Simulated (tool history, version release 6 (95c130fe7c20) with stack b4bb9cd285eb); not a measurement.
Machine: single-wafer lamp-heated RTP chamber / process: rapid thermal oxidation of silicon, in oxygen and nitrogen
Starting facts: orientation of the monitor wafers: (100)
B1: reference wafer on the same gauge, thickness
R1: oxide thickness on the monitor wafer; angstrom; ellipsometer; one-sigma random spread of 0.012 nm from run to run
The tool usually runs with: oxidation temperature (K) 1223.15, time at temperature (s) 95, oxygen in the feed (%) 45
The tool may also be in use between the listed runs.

run 1 hour=0 | oxidation_temperature_(K)=1223.15 time_at_temperature_(s)=95 oxygen_in_the_feed_(%)=45 | B1=3.84 | R1=37.35
-- hour=7 pyrometer window cleaned and pyrometer calibrated
run 2 hour=91.3 | oxidation_temperature_(K)=1223.15 time_at_temperature_(s)=95 oxygen_in_the_feed_(%)=45 | B1=3.84 | R1=37.57
run 3 hour=145.8 | oxidation_temperature_(K)=1223.15 time_at_temperature_(s)=95 oxygen_in_the_feed_(%)=45 | B1=3.841 | R1=37.43
run 4 hour=293.6 | oxidation_temperature_(K)=1223.15 time_at_temperature_(s)=79 oxygen_in_the_feed_(%)=45 | B1=3.842 | R1=34.78
run 5 hour=345.1 | oxidation_temperature_(K)=1223.15 time_at_temperature_(s)=79 oxygen_in_the_feed_(%)=45 | B1=3.839 | R1=34.98
run 6 hour=404.9 | oxidation_temperature_(K)=1223.15 time_at_temperature_(s)=79 oxygen_in_the_feed_(%)=45 | B1=3.84 | R1=34.98
run 7 hour=511.3 | oxidation_temperature_(K)=1211.15 time_at_temperature_(s)=95 oxygen_in_the_feed_(%)=45 | B1=3.845 | R1=34.4
-- hour=591.3 pyrometer window cleaned and pyrometer calibrated
run 8 hour=591.8 | oxidation_temperature_(K)=1211.15 time_at_temperature_(s)=95 oxygen_in_the_feed_(%)=45 | B1=3.841 | R1=34.71
run 9 hour=681.6 | oxidation_temperature_(K)=1211.15 time_at_temperature_(s)=95 oxygen_in_the_feed_(%)=45 | B1=3.839 | R1=34.74
run 10 hour=779.1 | oxidation_temperature_(K)=1223.15 time_at_temperature_(s)=95 oxygen_in_the_feed_(%)=54 | B1=3.839 | R1=39.34
run 11 hour=869.6 | oxidation_temperature_(K)=1223.15 time_at_temperature_(s)=95 oxygen_in_the_feed_(%)=54 | B1=3.843 | R1=39.51
run 12 hour=952.7 | oxidation_temperature_(K)=1223.15 time_at_temperature_(s)=67 oxygen_in_the_feed_(%)=45 | B1=3.844 | R1=32.86
run 13 hour=1060.5 | oxidation_temperature_(K)=1223.15 time_at_temperature_(s)=95 oxygen_in_the_feed_(%)=45 | B1=3.839 | R1=37.35
run 14 hour=1107.7 | oxidation_temperature_(K)=1215.15 time_at_temperature_(s)=52 oxygen_in_the_feed_(%)=25 | B1=3.842 | R1=26.24
-- hour=1119.7 pyrometer window cleaned and pyrometer calibrated
run 15 hour=1195.4 | oxidation_temperature_(K)=1202.15 time_at_temperature_(s)=135 oxygen_in_the_feed_(%)=24 | B1=3.838 | R1=31.84
-- hour=1232.2 gauge calibrated
run 16 hour=1327.1 | oxidation_temperature_(K)=1223.15 time_at_temperature_(s)=95 oxygen_in_the_feed_(%)=45 | B1=3.843 | R1=37.52
-- hour=1347.3 oxygen flow controller replaced
run 17 hour=1370 | oxidation_temperature_(K)=1234.15 time_at_temperature_(s)=72 oxygen_in_the_feed_(%)=57 | B1=3.839 | R1=38.84
run 18 hour=1437.5 | oxidation_temperature_(K)=1233.15 time_at_temperature_(s)=139 oxygen_in_the_feed_(%)=45 | B1=3.84 | R1=46.68
run 19 hour=1509 | oxidation_temperature_(K)=1223.15 time_at_temperature_(s)=95 oxygen_in_the_feed_(%)=45 | B1=3.84 | R1=37.39
run 20 hour=1553.3 | oxidation_temperature_(K)=1250.15 time_at_temperature_(s)=95 oxygen_in_the_feed_(%)=45 | B1=3.838 | R1=45
run 21 hour=1628.8 | oxidation_temperature_(K)=1223.15 time_at_temperature_(s)=70 oxygen_in_the_feed_(%)=45 | B1=3.843 | R1=33.38
run 22 hour=1696.4 | oxidation_temperature_(K)=1204.15 time_at_temperature_(s)=116 oxygen_in_the_feed_(%)=54 | B1=3.843 | R1=37.48

Below are 3 alternative next runs, each starting from the tool's condition after run 22. Predict each:
run A hour=1696.9 | oxidation_temperature_(K)=1223.15 time_at_temperature_(s)=95 oxygen_in_the_feed_(%)=28 | B1=? | R1=?
run B hour=1696.9 | oxidation_temperature_(K)=1213.15 time_at_temperature_(s)=58 oxygen_in_the_feed_(%)=45 | B1=? | R1=?
run C hour=1696.9 | oxidation_temperature_(K)=1206.15 time_at_temperature_(s)=120 oxygen_in_the_feed_(%)=73 | B1=? | R1=?

run=A B1=3.837 R1=32.99
run=B B1=3.837 R1=29.71
run=C B1=3.837 R1=42.1
Without the tool's hidden state the same runs would have given:
run=A R1=32.99
run=B R1=29.71
run=C R1=42.1

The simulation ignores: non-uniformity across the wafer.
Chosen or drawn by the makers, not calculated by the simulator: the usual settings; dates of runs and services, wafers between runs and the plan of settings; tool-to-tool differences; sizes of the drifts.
